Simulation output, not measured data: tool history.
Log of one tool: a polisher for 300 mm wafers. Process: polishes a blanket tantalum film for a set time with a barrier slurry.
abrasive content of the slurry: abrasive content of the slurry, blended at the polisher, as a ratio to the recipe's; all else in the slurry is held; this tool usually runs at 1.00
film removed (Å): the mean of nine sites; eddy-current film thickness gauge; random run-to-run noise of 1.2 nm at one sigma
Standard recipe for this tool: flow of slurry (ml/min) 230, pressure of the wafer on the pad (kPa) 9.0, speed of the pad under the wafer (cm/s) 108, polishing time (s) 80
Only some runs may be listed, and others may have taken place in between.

| run | hour | flow of slurry (ml/min) | pressure of the wafer on the pad (kPa) | speed of the pad under the wafer (cm/s) | abrasive content of the slurry | polishing time (s) | wafers since the last listed run | wafers polished on this pad | hours since the slurry nozzle was cleaned | hours since the head pressure was calibrated | hours since the slurry blender was calibrated | incoming thickness of the incoming film, nm | film removed (Å) |
|---|---|---|---|---|---|---|---|---|---|---|---|---|---|
| 1 | 0.0 | 230 | 9.0 | 92 | 1.00 | 80 | 0 | 373 | 383.1 | 253.8 | 118.6 | 284.4 | 934 |
| 2 | 35.0 | 230 | 9.0 | 92 | 1.00 | 80 | 396 | 769 | 418.1 | 288.8 | 153.6 | 276.1 | 940 |
| 3 | 61.2 | 230 | 9.0 | 108 | 1.00 | 80 | 296 | 1066 | 444.3 | 315.0 | 179.8 | 275.1 | 1096 |
| 4 | 93.7 | 230 | 9.0 | 108 | 1.00 | 80 | 367 | 1434 | 476.8 | 347.5 | 212.3 | 278.3 | 1104 |
| 5 | 114.5 | 230 | 9.0 | 108 | 1.00 | 80 | 235 | 1669 | 497.6 | 368.3 | 233.1 | 279.0 | 1068 |
| 6 | 130.0 | 230 | 7.6 | 108 | 1.00 | 80 | 175 | 1845 | 513.1 | 383.8 | 248.6 | 279.7 | 933 |
| 7 | 162.7 | 230 | 9.0 | 108 | 1.00 | 80 | 370 | 2215 | 545.8 | 416.5 | 281.3 | 279.5 | 1037 |
|  | 178.4 | worn pad replaced by a new one |
| 8 | 178.8 | 230 | 9.0 | 108 | 1.00 | 80 | 136 | 4 | 561.9 | 432.6 | 297.4 | 285.8 | 1045 |
|  | 190.5 | slurry blender recalibrated |
| 9 | 195.9 | 230 | 9.0 | 108 | 1.00 | 80 | 170 | 175 | 579.0 | 449.7 | 5.4 | 278.9 | 1128 |
| 10 | 208.0 | 230 | 6.2 | 108 | 1.00 | 68 | 136 | 312 | 591.1 | 461.8 | 17.5 | 277.6 | 750 |
| 11 | 243.1 | 230 | 6.2 | 108 | 1.00 | 68 | 397 | 709 | 626.2 | 496.9 | 52.6 | 280.2 | 754 |
| 12 | 269.7 | 230 | 6.2 | 108 | 1.00 | 68 | 301 | 1011 | 652.8 | 523.5 | 79.2 | 276.3 | 737 |
| 13 | 288.7 | 230 | 9.0 | 108 | 1.00 | 80 | 215 | 1226 | 671.8 | 542.5 | 98.2 | 279.0 | 1116 |
| 14 | 311.4 | 165 | 10.3 | 108 | 1.00 | 80 | 256 | 1483 | 694.5 | 565.2 | 120.9 | 278.0 | 1171 |
|  | 330.0 | slurry nozzle cleaned |
| 15 | 344.7 | 230 | 9.0 | 108 | 1.00 | 80 | 365 | 1848 | 14.7 | 598.5 | 154.2 | 282.5 | 1086 |
| 16 | 357.9 | 180 | 11.7 | 108 | 0.75 | 70 | 149 | 1998 | 27.9 | 611.7 | 167.4 | 281.9 | 983 |
| 17 | 376.9 | 230 | 5.5 | 88 | 1.00 | 103 | 215 | 2213 | 46.9 | 630.7 | 186.4 | 278.1 | 826 |
|  | 404.4 | worn pad replaced by a new one |
| 18 | 408.3 | 230 | 9.0 | 108 | 1.20 | 80 | 310 | 43 | 78.3 | 662.1 | 217.8 | 280.7 | 1141 |
| 19 | 436.7 | 230 | 9.0 | 108 | 1.00 | 80 | 321 | 365 | 106.7 | 690.5 | 246.2 | 279.4 | 1051 |
|  | 443.0 | head pressure recalibrated |
| 20 | 458.3 | 195 | 9.0 | 132 | 1.00 | 80 | 221 | 586 | 128.3 | 15.3 | 267.8 | 279.3 | 1274 |
| 21 | 535.7 | 205 | 10.3 | 108 | 1.00 | 53 | 876 | 1463 | 205.7 | 92.7 | 345.2 | 283.0 | 715 |
| 22 | 551.6 | 165 | 6.9 | 140 | 1.00 | 80 | 179 | 1643 | 221.6 | 108.6 | 361.1 | 278.1 | 985 |
|  | 566.1 | slurry blender recalibrated |
|  | 612.6 | worn pad replaced by a new one |
| 23 | 655.4 | 230 | 9.0 | 78 | 1.00 | 80 | 1107 | 484 | 325.4 | 212.4 | 89.3 | 275.9 | 827 |
| 24 | 691.0 | 155 | 6.2 | 134 | 1.25 | 80 | 403 | 887 | 361.0 | 248.0 | 124.9 | 282.7 | 1120 |
| 25 | 714.7 | 230 | 6.9 | 140 | 1.00 | 80 | 268 | 1156 | 384.7 | 271.7 | 148.6 | 283.7 | 1203 |
| 26 | 749.7 | 230 | 9.0 | 108 | 1.00 | 80 | 396 | 1552 | 419.7 | 306.7 | 183.6 | 280.6 | 1098 |
| 27 | 772.1 | 230 | 7.6 | 146 | 1.20 | 88 | 253 | 1805 | 442.1 | 329.1 | 206.0 | 281.4 | 1520 |
| 28 | 806.6 | 230 | 7.6 | 124 | 0.80 | 99 | 390 | 2196 | 476.6 | 363.6 | 240.5 | 282.5 | 1209 |
|  | 818.4 | worn pad replaced by a new one |
| 29 | 833.7 | 230 | 9.0 | 108 | 1.00 | 80 | 261 | 172 | 503.7 | 390.7 | 267.6 | 280.1 | 1049 |
| 30 | 866.6 | 230 | 10.3 | 96 | 1.00 | 64 | 372 | 545 | 536.6 | 423.6 | 300.5 | 279.2 | 804 |

What if the next run were any one of these 4? Each begins from the tool's condition after run 30:
| A | 867.1 | 230 | 9.0 | 108 | 1.00 | 99 | 5 | 550 | 537.1 | 424.1 | 301.0 | 279.1 | ? |
| B | 867.1 | 230 | 9.7 | 108 | 1.00 | 80 | 5 | 550 | 537.1 | 424.1 | 301.0 | 279.1 | ? |
| C | 867.1 | 230 | 11.7 | 80 | 1.00 | 53 | 5 | 550 | 537.1 | 424.1 | 301.0 | 279.1 | ? |
| D | 867.1 | 205 | 6.2 | 108 | 1.00 | 80 | 5 | 550 | 537.1 | 424.1 | 301.0 | 279.1 | ? |

| run | film removed (Å) |
|---|---|
| A | 1242 |
| B | 1059 |
| C | 601 |
| D | 771 |
With no hidden state in the tool, these same runs would have given:
| run | film removed (Å) |
|---|---|
| A | 1367 |
| B | 1166 |
| C | 662 |
| D | 849 |
